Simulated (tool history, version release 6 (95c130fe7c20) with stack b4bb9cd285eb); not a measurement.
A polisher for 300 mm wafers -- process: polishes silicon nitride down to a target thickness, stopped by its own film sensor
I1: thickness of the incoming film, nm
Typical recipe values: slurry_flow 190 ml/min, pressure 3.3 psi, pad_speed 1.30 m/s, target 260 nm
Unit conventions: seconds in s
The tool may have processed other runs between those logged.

{"run": 1, "hour": 0.0, "slurry_flow": 190, "pressure": 4.1, "pad_speed": 1.3, "target": 260, "I1": 385.3, "seconds": 46.9}
{"run": 2, "hour": 89.2, "slurry_flow": 190, "pressure": 4.1, "pad_speed": 1.3, "target": 260, "I1": 384.8, "seconds": 46.8}
{"hour": 218.9, "done": "worn pad replaced by a new one"}
{"hour": 371.6, "done": "slurry nozzle cleaned"}
{"run": 3, "hour": 411.5, "slurry_flow": 190, "pressure": 4.1, "pad_speed": 1.3, "target": 260, "I1": 380.7, "seconds": 44.9}
{"hour": 450.6, "done": "head pressure recalibrated"}
{"run": 4, "hour": 481.7, "slurry_flow": 145, "pressure": 3.3, "pad_speed": 1.3, "target": 260, "I1": 376.4, "seconds": 59.6}
{"run": 5, "hour": 543.4, "slurry_flow": 190, "pressure": 4.1, "pad_speed": 1.54, "target": 260, "I1": 375.2, "seconds": 40.5}
{"hour": 612.1, "done": "worn pad replaced by a new one"}
{"run": 6, "hour": 721.2, "slurry_flow": 190, "pressure": 4.1, "pad_speed": 1.54, "target": 260, "I1": 385.7, "seconds": 41.7}
{"run": 7, "hour": 791.6, "slurry_flow": 190, "pressure": 4.1, "pad_speed": 1.54, "target": 260, "I1": 371.4, "seconds": 37.9}
{"hour": 822.5, "done": "slurry nozzle cleaned"}
{"run": 8, "hour": 853.9, "slurry_flow": 190, "pressure": 3.3, "pad_speed": 1.3, "target": 260, "I1": 382.0, "seconds": 56.1}
{"run": 9, "hour": 938.1, "slurry_flow": 190, "pressure": 3.3, "pad_speed": 1.3, "target": 260, "I1": 375.4, "seconds": 55.1}
{"hour": 956.5, "done": "worn pad replaced by a new one"}
{"run": 10, "hour": 984.3, "slurry_flow": 190, "pressure": 3.3, "pad_speed": 1.3, "target": 260, "I1": 384.9, "seconds": 58.6}
{"run": 11, "hour": 1075.2, "slurry_flow": 190, "pressure": 3.0, "pad_speed": 1.3, "target": 291, "I1": 381.0, "seconds": 46.0}
{"run": 12, "hour": 1124.3, "slurry_flow": 190, "pressure": 3.3, "pad_speed": 1.3, "target": 260, "I1": 383.5, "seconds": 56.1}
{"hour": 1144.3, "done": "head pressure recalibrated"}
{"run": 13, "hour": 1192.8, "slurry_flow": 225, "pressure": 3.9, "pad_speed": 0.9, "target": 247, "I1": 381.8, "seconds": 72.2}
{"hour": 1214.1, "done": "slurry nozzle cleaned"}
{"run": 14, "hour": 1295.0, "slurry_flow": 190, "pressure": 4.3, "pad_speed": 1.3, "target": 242, "I1": 373.0, "seconds": 50.7}
{"run": 15, "hour": 1348.8, "slurry_flow": 190, "pressure": 3.3, "pad_speed": 1.3, "target": 223, "I1": 385.9, "seconds": 80.2}
{"hour": 1383.4, "done": "worn pad replaced by a new one, of another model than before"}
{"run": 16, "hour": 1443.2, "slurry_flow": 190, "pressure": 3.3, "pad_speed": 1.3, "target": 260, "I1": 380.3, "seconds": 58.4}
{"run": 17, "hour": 1496.1, "slurry_flow": 145, "pressure": 3.3, "pad_speed": 1.3, "target": 260, "I1": 381.6, "seconds": 62.6}
{"run": 18, "hour": 1560.4, "slurry_flow": 250, "pressure": 3.9, "pad_speed": 1.42, "target": 243, "I1": 374.2, "seconds": 52.1}
{"hour": 1572.1, "done": "slurry nozzle cleaned"}
{"run": 19, "hour": 1626.9, "slurry_flow": 190, "pressure": 4.1, "pad_speed": 1.3, "target": 260, "I1": 375.6, "seconds": 49.2}
{"run": 20, "hour": 1711.7, "slurry_flow": 240, "pressure": 3.3, "pad_speed": 1.02, "target": 260, "I1": 378.4, "seconds": 61.3}
{"hour": 1751.5, "done": "worn pad replaced by a new one"}
{"run": 21, "hour": 1770.6, "slurry_flow": 190, "pressure": 3.3, "pad_speed": 1.3, "target": 260, "I1": 375.7, "seconds": 56.8}
{"run": 22, "hour": 1827.9, "slurry_flow": 190, "pressure": 2.3, "pad_speed": 1.3, "target": 260, "I1": 375.6, "seconds": 68.6}
{"hour": 1898.6, "done": "head pressure recalibrated"}
{"run": 23, "hour": 1933.3, "slurry_flow": 190, "pressure": 4.1, "pad_speed": 1.3, "target": 279, "I1": 382.0, "seconds": 45.1}
{"hour": 1985.4, "done": "slurry nozzle cleaned"}
{"run": 24, "hour": 2009.8, "slurry_flow": 230, "pressure": 3.8, "pad_speed": 1.3, "target": 230, "I1": 376.7, "seconds": 66.0}

What the log doesn't show, run by run:
removal rate lost through wear of the pad, %: 0 in every run
slurry flow missing at the pad, %: 0 in every run
H1: deviation of the head's pressure from its setpoint, %
run=1 H1=7.47
run=2 H1=8.01
run=3 H1=8.97
run=4 H1=2.4
run=5 H1=4.09
run=6 H1=7.27
run=7 H1=8.05
run=8 H1=8.59
run=9 H1=9.14
run=10 H1=9.38
run=11 H1=9.75
run=12 H1=9.9
run=13 H1=1.27
run=14 H1=3.71
run=15 H1=4.67
run=16 H1=5.96
run=17 H1=6.5
run=18 H1=7.04
run=19 H1=7.47
run=20 H1=7.89
run=21 H1=8.11
run=22 H1=8.28
run=23 H1=1.69
run=24 H1=3.7

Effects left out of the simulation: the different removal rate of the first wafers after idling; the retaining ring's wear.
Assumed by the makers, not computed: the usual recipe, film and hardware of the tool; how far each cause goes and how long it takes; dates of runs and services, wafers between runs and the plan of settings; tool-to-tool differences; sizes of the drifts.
